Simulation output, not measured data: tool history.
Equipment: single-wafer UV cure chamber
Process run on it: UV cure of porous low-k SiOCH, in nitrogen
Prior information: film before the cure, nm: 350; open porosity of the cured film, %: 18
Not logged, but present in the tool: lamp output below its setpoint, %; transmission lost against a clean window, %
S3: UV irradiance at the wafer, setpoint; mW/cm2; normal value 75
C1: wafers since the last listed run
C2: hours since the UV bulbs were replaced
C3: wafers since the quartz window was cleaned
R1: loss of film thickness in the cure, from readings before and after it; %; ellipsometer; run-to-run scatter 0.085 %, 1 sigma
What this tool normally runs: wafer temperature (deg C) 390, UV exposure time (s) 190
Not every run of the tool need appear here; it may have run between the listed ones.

Run 1, hour 0.0: usual settings but UV exposure time (s) 135, S3 84 mW/cm2; C1 0; C2 1577.8; C3 778. Result: R1 6.185 %.
Run 2, hour 32.8: usual settings but UV exposure time (s) 220, S3 67 mW/cm2; C1 162; C2 1610.6; C3 941. Result: R1 7.004 %.
Run 3, hour 45.7: usual settings but UV exposure time (s) 220, S3 67 mW/cm2; C1 63; C2 1623.5; C3 1004. Result: R1 7.044 %.
At hour 57.9: quartz window cleaned.
Run 4, hour 75.7: usual settings; C1 108; C2 1653.5; C3 87. Result: R1 7.085 %.
Run 5, hour 102.6: usual settings; C1 132; C2 1680.4; C3 220. Result: R1 6.839 %.
Run 6, hour 121.6: usual settings but S3 55 mW/cm2; C1 93; C2 1699.4; C3 314. Result: R1 5.719 %.
Run 7, hour 144.9: usual settings but S3 55 mW/cm2; C1 115; C2 1722.7; C3 429. Result: R1 5.958 %.
Run 8, hour 180.6: usual settings; C1 176; C2 1758.4; C3 606. Result: R1 6.900 %.
Run 9, hour 213.3: usual settings; C1 161; C2 1791.1; C3 767. Result: R1 6.868 %.
Run 10, hour 234.1: usual settings but UV exposure time (s) 135; C1 102; C2 1811.9; C3 870. Result: R1 5.716 %.
Run 11, hour 249.9: usual settings but UV exposure time (s) 135; C1 78; C2 1827.7; C3 948. Result: R1 5.721 %.
Run 12, hour 272.5: usual settings but UV exposure time (s) 135; C1 111; C2 1850.3; C3 1060. Result: R1 5.678 %.
At hour 313.0: UV bulbs replaced.
At hour 318.9: quartz window cleaned.
Run 13, hour 319.4: usual settings but UV exposure time (s) 105, S3 113 mW/cm2; C1 162; C2 6.4; C3 2. Result: R1 7.539 %.
Run 14, hour 402.4: usual settings; C1 410; C2 89.4; C3 412. Result: R1 8.103 %.
Run 15, hour 414.5: usual settings but wafer temperature (deg C) 401, UV exposure time (s) 280, S3 40 mW/cm2; C1 59; C2 101.5; C3 472. Result: R1 7.221 %.
Run 16, hour 439.2: usual settings; C1 122; C2 126.2; C3 594. Result: R1 8.078 %.
Run 17, hour 469.7: usual settings; C1 150; C2 156.7; C3 744. Result: R1 8.050 %.
Run 18, hour 495.9: usual settings but wafer temperature (deg C) 371, UV exposure time (s) 225, S3 48 mW/cm2; C1 129; C2 182.9; C3 874. Result: R1 6.712 %.
Run 19, hour 527.2: usual settings but wafer temperature (deg C) 402, UV exposure time (s) 125, S3 109 mW/cm2; C1 154; C2 214.2; C3 1028. Result: R1 8.004 %.
Run 20, hour 544.6: usual settings but UV exposure time (s) 125, S3 97 mW/cm2; C1 85; C2 231.6; C3 1114. Result: R1 7.438 %.
At hour 566.2: quartz window cleaned.
Run 21, hour 568.9: usual settings but wafer temperature (deg C) 405, UV exposure time (s) 130, S3 110 mW/cm2; C1 80; C2 255.9; C3 13. Result: R1 8.133 %.
Run 22, hour 598.1: usual settings but S3 40 mW/cm2; C1 144; C2 285.1; C3 157. Result: R1 5.614 %.
Run 23, hour 698.5: usual settings; C1 496; C2 385.5; C3 653. Result: R1 7.881 %.
Run 24, hour 739.8: usual settings but wafer temperature (deg C) 399, UV exposure time (s) 160, S3 57 mW/cm2; C1 204; C2 426.8; C3 857. Result: R1 6.434 %.
Run 25, hour 753.3: usual settings but wafer temperature (deg C) 399; C1 66; C2 440.3; C3 924. Result: R1 7.995 %.

Some steps in R1, run to run, broken into two amounts with sign: the step expected even without the hidden condition (settings, incoming material, random variation), and the rest, left for the hidden condition together with whatever gauge scatter is not in both the measured and the hidden-condition-free result:
Run 12 -> 13: UV exposure time (s) 135 -> 105, S3 75 -> 113, UV bulbs replaced, quartz window cleaned. R1 +1.861 %: hidden state +1.246, all else +0.615.
Run 21 -> 22: wafer temperature (deg C) 405 -> 390, UV exposure time (s) 130 -> 190, S3 110 -> 40. R1 -2.519 %: hidden state +0.003, all else -2.522.
Run 22 -> 23: S3 40 -> 75. R1 +2.267 %: hidden state -0.080, all else +2.347.
